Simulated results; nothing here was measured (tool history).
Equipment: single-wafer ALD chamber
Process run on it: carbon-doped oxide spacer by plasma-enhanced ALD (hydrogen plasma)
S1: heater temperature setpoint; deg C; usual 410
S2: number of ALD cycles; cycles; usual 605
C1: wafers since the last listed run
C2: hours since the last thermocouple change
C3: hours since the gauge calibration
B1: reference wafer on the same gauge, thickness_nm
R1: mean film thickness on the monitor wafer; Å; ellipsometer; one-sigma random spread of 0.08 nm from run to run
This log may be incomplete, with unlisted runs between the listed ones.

run 1 hour=0.0 | S1=400 S2=605 | C1=0 C2=1861.3 C3=65.9 | B1=32.595 | R1=282.23
run 2 hour=10.7 | S1=420 S2=605 | C1=7 C2=1872.0 C3=76.6 | B1=32.635 | R1=267.25
run 3 hour=28.3 | S1=420 S2=605 | C1=11 C2=1889.6 C3=94.2 | B1=32.597 | R1=267.47
run 4 hour=62.5 | S1=410 S2=605 | C1=22 C2=1923.8 C3=128.4 | B1=32.617 | R1=276.17
run 5 hour=76.7 | S1=410 S2=605 | C1=9 C2=1938.0 C3=142.6 | B1=32.604 | R1=274.40
run 6 hour=87.5 | S1=410 S2=605 | C1=7 C2=1948.8 C3=153.4 | B1=32.614 | R1=275.72
run 7 hour=101.0 | S1=403 S2=647 | C1=8 C2=1962.3 C3=166.9 | B1=32.580 | R1=299.70
run 8 hour=118.4 | S1=403 S2=647 | C1=11 C2=1979.7 C3=184.3 | B1=32.591 | R1=301.43
-- hour=123.5 gauge calibrated
run 9 hour=130.5 | S1=410 S2=683 | C1=7 C2=1991.8 C3=7.0 | B1=32.632 | R1=311.00
run 10 hour=138.2 | S1=410 S2=541 | C1=5 C2=1999.5 C3=14.7 | B1=32.565 | R1=247.45
run 11 hour=150.2 | S1=410 S2=541 | C1=7 C2=2011.5 C3=26.7 | B1=32.587 | R1=247.54
run 12 hour=166.1 | S1=410 S2=511 | C1=10 C2=2027.4 C3=42.6 | B1=32.607 | R1=233.13
run 13 hour=178.0 | S1=396 S2=605 | C1=7 C2=2039.3 C3=54.5 | B1=32.610 | R1=284.68
run 14 hour=188.6 | S1=410 S2=605 | C1=6 C2=2049.9 C3=65.1 | B1=32.611 | R1=276.60
-- hour=202.9 thermocouple changed; heater temperature recalibrated
run 15 hour=203.4 | S1=410 S2=683 | C1=4 C2=0.5 C3=79.9 | B1=32.635 | R1=310.95
run 16 hour=210.7 | S1=424 S2=510 | C1=4 C2=7.8 C3=87.2 | B1=32.615 | R1=223.40
run 17 hour=224.9 | S1=405 S2=666 | C1=9 C2=22.0 C3=101.4 | B1=32.615 | R1=308.74
run 18 hour=241.4 | S1=410 S2=541 | C1=10 C2=38.5 C3=117.9 | B1=32.613 | R1=246.80
run 19 hour=258.5 | S1=410 S2=605 | C1=11 C2=55.6 C3=135.0 | B1=32.611 | R1=275.04
run 20 hour=273.3 | S1=395 S2=640 | C1=9 C2=70.4 C3=149.8 | B1=32.587 | R1=301.79
run 21 hour=284.7 | S1=403 S2=551 | C1=7 C2=81.8 C3=161.2 | B1=32.604 | R1=255.53
run 22 hour=297.5 | S1=420 S2=573 | C1=8 C2=94.6 C3=174.0 | B1=32.593 | R1=253.91

Describe how what the log doesn't record of the tool's condition differs between the last listed run preceding each entry between runs and the first listed run following it.
Runs 8 to 9: gauge calibrated (hour 123.5)
  both runs share identical hidden conditions
Runs 14 to 15: thermocouple changed; heater temperature recalibrated (hour 202.9)
  both runs share identical hidden conditions
